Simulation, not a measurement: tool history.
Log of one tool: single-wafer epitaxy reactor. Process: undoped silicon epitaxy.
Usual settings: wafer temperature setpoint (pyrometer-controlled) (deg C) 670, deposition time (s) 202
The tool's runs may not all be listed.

run   hour  wafer temperature setpoint (pyrometer-controlled) (deg C)  deposition time (s)  read-back reference wafer on the same gauge, thickness_nm  mean film thickness on the monitor wafer (angstrom)
  1    0.0                                                        664                  179                                                     56.622                                               331.90
  2   16.6                                                        670                  202                                                     56.611                                               427.30
  3   25.2                                                        670                  202                                                     56.574                                               431.08
  4   36.8                                                        670                  202                                                     56.525                                               429.25
  5   54.2                                                        670                  202                                                     56.552                                               429.21
  6   61.0                                                        670                  202                                                     56.559                                               428.67
  7   87.5                                                        670                  202                                                     56.558                                               430.67
  8   94.4                                                        670                  202                                                     56.532                                               429.56
  9  105.9                                                        670                  202                                                     56.582                                               427.55
 10  132.0                                                        670                  202                                                     56.599                                               426.07
 11  146.3                                                        670                  202                                                     56.648                                               426.56
 12  159.8                                                        670                  202                                                     56.594                                               424.43
 13  176.2                                                        670                  202                                                     56.595                                               423.71
 14  182.2                                                        670                  202                                                     56.621                                               424.32
 15  196.4                                                        670                  202                                                     56.590                                               422.96
 16  211.9                                                        670                  202                                                     56.591                                               421.87
 17  226.2                                                        670                  202                                                     56.619                                               420.68
 18  239.6                                                        670                  202                                                     56.603                                               422.10
 19  247.1                                                        670                  169                                                     56.609                                               352.05
 20  253.2                                                        661                  175                                                     56.571                                               291.57
 21  266.2                                                        677                  241                                                     56.579                                               596.40
 22  273.2                                                        670                  236                                                     56.554                                               491.70
     290.0  -- pyrometer calibrated
 23  290.5                                                        677                  202                                                     56.615                                               561.30
 24  296.8                                                        670                  202                                                     56.587                                               474.96
 25  304.6                                                        670                  219                                                     56.677                                               515.27
 26  314.3                                                        666                  232                                                     56.533                                               494.46
     325.8  -- gauge calibrated
 27  327.7                                                        675                  232                                                     56.579                                               610.76
 28  340.9                                                        684                  167                                                     56.649                                               544.71
 29  356.3                                                        660                  181                                                     56.632                                               334.07
 30  370.8                                                        661                  202                                                     56.629                                               381.58
 31  378.2                                                        662                  217                                                     56.596                                               419.01
 32  386.9                                                        670                  202                                                     56.567                                               476.58
 33  400.2                                                        679                  162                                                     56.588                                               470.26
 34  415.2                                                        662                  231                                                     56.564                                               447.12
 35  421.7                                                        670                  202                                                     56.573                                               473.09
 36  431.4                                                        675                  170                                                     56.573                                               448.63

4 ways to go on from here, each from the tool as it stands after run 36. What would each give?
  A  431.9                                                        670                  202                                                          ?                                                    ?
  B  431.9                                                        660                  183                                                          ?                                                    ?
  C  431.9                                                        665                  174                                                          ?                                                    ?
  D  431.9                                                        684                  237                                                          ?                                                    ?

run  read-back reference wafer on the same gauge, thickness_nm  mean film thickness on the monitor wafer (angstrom)
  A                                                     56.659                                               472.86
  B                                                     56.659                                               336.53
  C                                                     56.659                                               361.28
  D                                                     56.659                                               770.30
Without the tool's hidden state the same runs would have given:
run  mean film thickness on the monitor wafer (angstrom)
  A                                               481.42
  B                                               342.78
  C                                               367.90
  D                                               783.79
